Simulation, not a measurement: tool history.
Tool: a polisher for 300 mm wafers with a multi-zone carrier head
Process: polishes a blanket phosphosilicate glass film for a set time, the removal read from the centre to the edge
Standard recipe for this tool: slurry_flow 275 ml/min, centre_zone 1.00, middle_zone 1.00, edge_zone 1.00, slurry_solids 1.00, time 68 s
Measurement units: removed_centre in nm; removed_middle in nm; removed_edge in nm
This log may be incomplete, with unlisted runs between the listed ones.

run,hour,slurry_flow,centre_zone,middle_zone,edge_zone,slurry_solids,time,"incoming thickness of the incoming film, nm",removed_centre,removed_middle,removed_edge
1,0.0,275,1.00,1.00,1.00,1.00,68,1927.6,659.8,590.8,581.2
# hour 33.1: slurry nozzle cleaned
# hour 45.7: worn pad replaced by a new one
2,56.9,275,1.00,1.00,1.00,1.00,68,1943.8,679.7,620.8,589.8
3,114.8,275,1.00,1.00,0.94,1.00,68,1929.0,684.0,614.5,584.3
# hour 146.2: centre zone pressure recalibrated
4,198.4,275,1.00,1.00,0.94,1.00,68,1963.3,596.0,610.6,563.7
# hour 247.4: edge zone pressure recalibrated
5,247.9,245,1.00,1.00,1.00,1.00,61,1916.4,539.3,535.4,519.8
6,337.0,275,1.00,1.00,1.00,1.00,68,1964.7,602.4,596.9,576.8
# hour 398.4: worn pad replaced by a new one
7,430.4,275,1.00,1.00,1.00,1.00,68,1918.9,639.7,613.4,590.6
# hour 548.1: carrier head's membrane replaced by a new one
8,700.1,275,1.04,0.95,1.08,1.20,68,1959.9,712.0,618.8,663.7
# hour 732.4: centre zone pressure recalibrated
# hour 737.2: worn pad replaced by a new one
9,793.4,235,1.00,1.00,1.00,1.00,81,1978.2,727.6,725.0,708.8
# hour 859.5: slurry nozzle cleaned
10,881.7,275,0.89,1.00,1.00,1.20,68,1957.5,621.1,663.2,663.5
11,940.6,275,1.10,1.11,0.94,0.85,68,1982.1,626.0,582.7,499.8
12,1019.2,275,1.00,1.09,0.93,0.90,55,1948.8,469.8,473.1,412.3
13,1062.1,245,1.00,1.00,1.00,1.00,61,1920.9,544.3,511.1,505.3
14,1109.7,275,1.00,1.00,1.00,1.00,68,1916.4,602.4,554.9,538.3
# hour 1137.0: worn pad replaced by a new one
15,1162.7,240,1.00,1.00,1.00,1.00,91,1958.3,896.2,836.2,802.8
16,1224.3,275,1.00,1.00,1.00,1.00,68,1962.8,665.5,619.2,604.4
17,1295.6,355,1.00,1.00,1.00,1.00,68,1969.4,690.9,624.8,609.7
# hour 1309.9: centre zone pressure recalibrated
18,1334.9,275,1.00,0.91,1.00,1.00,68,1955.1,611.5,562.6,601.5
19,1395.0,275,1.00,0.97,0.93,0.70,68,1941.9,460.9,435.9,419.7
20,1451.1,275,1.12,1.00,0.91,1.00,68,1945.7,691.5,588.1,550.8

5 ways to go on from here, each from the tool as it stands after run 20. What would each give?
A,1451.5,275,1.00,1.00,1.00,1.00,68,1983.4,?,?,?
B,1451.5,275,1.07,1.00,0.88,0.75,68,1983.4,?,?,?
C,1451.5,275,1.00,1.11,1.12,1.00,68,1983.4,?,?,?
D,1451.5,240,0.91,1.03,1.00,1.00,68,1983.4,?,?,?
E,1451.5,275,1.06,1.00,1.00,1.00,68,1983.4,?,?,?

run,removed_centre,removed_middle,removed_edge
A,629.2,589.4,567.4
B,532.2,465.8,423.2
C,629.7,644.0,598.3
D,566.7,599.0,563.1
E,667.0,589.2,567.4
Stripped of hidden state, with their random variation kept, the same runs would have yielded:
run,removed_centre,removed_middle,removed_edge
A,623.1,631.8,607.9
B,527.3,499.3,453.5
C,623.6,690.3,641.1
D,560.8,642.0,603.4
E,660.8,631.6,607.9
